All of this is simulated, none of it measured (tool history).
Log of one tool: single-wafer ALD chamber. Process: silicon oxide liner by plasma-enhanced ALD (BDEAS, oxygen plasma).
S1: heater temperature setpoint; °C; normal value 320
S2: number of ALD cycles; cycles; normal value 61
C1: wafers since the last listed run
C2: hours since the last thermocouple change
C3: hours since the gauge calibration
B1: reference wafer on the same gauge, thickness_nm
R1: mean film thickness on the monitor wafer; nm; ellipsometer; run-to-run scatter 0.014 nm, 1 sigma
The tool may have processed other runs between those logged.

Run 1, hour 0: usual settings but S1 331 °C; C1 0; C2 1230.8; C3 518.1; B1 6.741. Result: R1 5.615 nm.
Run 2, hour 29.7: usual settings but S1 331 °C; C1 131; C2 1260.5; C3 547.8; B1 6.739. Result: R1 5.629 nm.
At hour 34.1: gauge calibrated.
Run 3, hour 61: usual settings; C1 138; C2 1291.8; C3 26.9; B1 6.741. Result: R1 5.715 nm.
Run 4, hour 88.2: usual settings; C1 120; C2 1319; C3 54.1; B1 6.739. Result: R1 5.747 nm.
Run 5, hour 112.4: usual settings; C1 106; C2 1343.2; C3 78.3; B1 6.736. Result: R1 5.714 nm.
Run 6, hour 160.8: usual settings; C1 213; C2 1391.6; C3 126.7; B1 6.737. Result: R1 5.743 nm.
Run 7, hour 187.5: usual settings; C1 117; C2 1418.3; C3 153.4; B1 6.739. Result: R1 5.704 nm.
Run 8, hour 222.3: usual settings; C1 153; C2 1453.1; C3 188.2; B1 6.744. Result: R1 5.712 nm.
Run 9, hour 248.6: usual settings but S1 316 °C, S2 57 cycles; C1 116; C2 1479.4; C3 214.5; B1 6.742. Result: R1 5.391 nm.
Run 10, hour 280.9: usual settings but S1 316 °C, S2 57 cycles; C1 142; C2 1511.7; C3 246.8; B1 6.738. Result: R1 5.382 nm.
Run 11, hour 313.6: usual settings but S1 316 °C, S2 57 cycles; C1 144; C2 1544.4; C3 279.5; B1 6.741. Result: R1 5.368 nm.
Run 12, hour 341.1: usual settings; C1 121; C2 1571.9; C3 307; B1 6.741. Result: R1 5.697 nm.
Run 13, hour 372.3: usual settings; C1 137; C2 1603.1; C3 338.2; B1 6.737. Result: R1 5.734 nm.
Run 14, hour 387.2: usual settings but S2 66 cycles; C1 65; C2 1618; C3 353.1; B1 6.742. Result: R1 6.173 nm.
Run 15, hour 408.8: usual settings but S2 66 cycles; C1 95; C2 1639.6; C3 374.7; B1 6.742. Result: R1 6.171 nm.
Run 16, hour 437.3: usual settings but S1 324 °C; C1 125; C2 1668.1; C3 403.2; B1 6.741. Result: R1 5.663 nm.
Run 17, hour 473.2: usual settings but S1 324 °C; C1 158; C2 1704; C3 439.1; B1 6.742. Result: R1 5.686 nm.
Run 18, hour 496.3: usual settings; C1 101; C2 1727.1; C3 462.2; B1 6.74. Result: R1 5.715 nm.
Run 19, hour 513.2: usual settings but S1 328 °C; C1 74; C2 1744; C3 479.1; B1 6.741. Result: R1 5.629 nm.
Run 20, hour 538.9: usual settings but S1 328 °C; C1 113; C2 1769.7; C3 504.8; B1 6.739. Result: R1 5.662 nm.
Run 21, hour 561.1: usual settings but S1 328 °C; C1 97; C2 1791.9; C3 527; B1 6.744. Result: R1 5.653 nm.
Run 22, hour 596.3: usual settings but S1 314 °C, S2 68 cycles; C1 155; C2 1827.1; C3 562.2; B1 6.738. Result: R1 6.473 nm.
Run 23, hour 625.6: usual settings but S2 55 cycles; C1 129; C2 1856.4; C3 591.5; B1 6.739. Result: R1 5.16 nm.
Run 24, hour 661.5: usual settings; C1 158; C2 1892.3; C3 627.4; B1 6.738. Result: R1 5.702 nm.
Run 25, hour 682.5: usual settings but S1 311 °C, S2 51 cycles; C1 92; C2 1913.3; C3 648.4; B1 6.741. Result: R1 4.86 nm.
At hour 682.8: gauge calibrated.
Run 26, hour 703.5: usual settings but S1 329 °C, S2 55 cycles; C1 92; C2 1934.3; C3 20.7; B1 6.743. Result: R1 5.056 nm.
Run 27, hour 729.3: usual settings but S1 328 °C; C1 113; C2 1960.1; C3 46.5; B1 6.741. Result: R1 5.645 nm.
Run 28, hour 757.4: usual settings but S1 311 °C; C1 123; C2 1988.2; C3 74.6; B1 6.741. Result: R1 5.767 nm.
Run 29, hour 777.8: usual settings; C1 90; C2 2008.6; C3 95; B1 6.737. Result: R1 5.714 nm.
Run 30, hour 804.8: usual settings; C1 119; C2 2035.6; C3 122; B1 6.74. Result: R1 5.737 nm.
At hour 813.1: thermocouple changed; heater temperature recalibrated.
Run 31, hour 838.5: usual settings; C1 113; C2 25.4; C3 155.7; B1 6.74. Result: R1 5.704 nm.
Run 32, hour 853.9: usual settings; C1 67; C2 40.8; C3 171.1; B1 6.736. Result: R1 5.703 nm.
Run 33, hour 879: usual settings; C1 110; C2 65.9; C3 196.2; B1 6.736. Result: R1 5.715 nm.
Run 34, hour 891.5: usual settings but S1 329 °C, S2 54 cycles; C1 55; C2 78.4; C3 208.7; B1 6.745. Result: R1 4.991 nm.
Run 35, hour 915.4: usual settings but S1 314 °C, S2 50 cycles; C1 105; C2 102.3; C3 232.6; B1 6.737. Result: R1 4.738 nm.
Run 36, hour 936.3: usual settings; C1 92; C2 123.2; C3 253.5; B1 6.739. Result: R1 5.704 nm.
Run 37, hour 1041.1: usual settings but S2 54 cycles; C1 462; C2 228; C3 358.3; B1 6.744. Result: R1 5.054 nm.
Run 38, hour 1056.3: usual settings but S1 332 °C, S2 66 cycles; C1 67; C2 243.2; C3 373.5; B1 6.74. Result: R1 6.057 nm.
Run 39, hour 1068.4: usual settings but S2 57 cycles; C1 53; C2 255.3; C3 385.6; B1 6.741. Result: R1 5.33 nm.
Run 40, hour 1082.4: usual settings but S1 306 °C, S2 49 cycles; C1 61; C2 269.3; C3 399.6; B1 6.739. Result: R1 4.704 nm.
Run 41, hour 1113.1: usual settings but S1 308 °C, S2 54 cycles; C1 135; C2 300; C3 430.3; B1 6.739. Result: R1 5.166 nm.
Run 42, hour 1205.8: usual settings but S1 313 °C, S2 67 cycles; C1 409; C2 392.7; C3 523; B1 6.737. Result: R1 6.349 nm.

The tool's hidden state at each run:
wafer temperature above the value expected at the setpoint (K): 0 in every run
gauge reads high (%): 0 in every run

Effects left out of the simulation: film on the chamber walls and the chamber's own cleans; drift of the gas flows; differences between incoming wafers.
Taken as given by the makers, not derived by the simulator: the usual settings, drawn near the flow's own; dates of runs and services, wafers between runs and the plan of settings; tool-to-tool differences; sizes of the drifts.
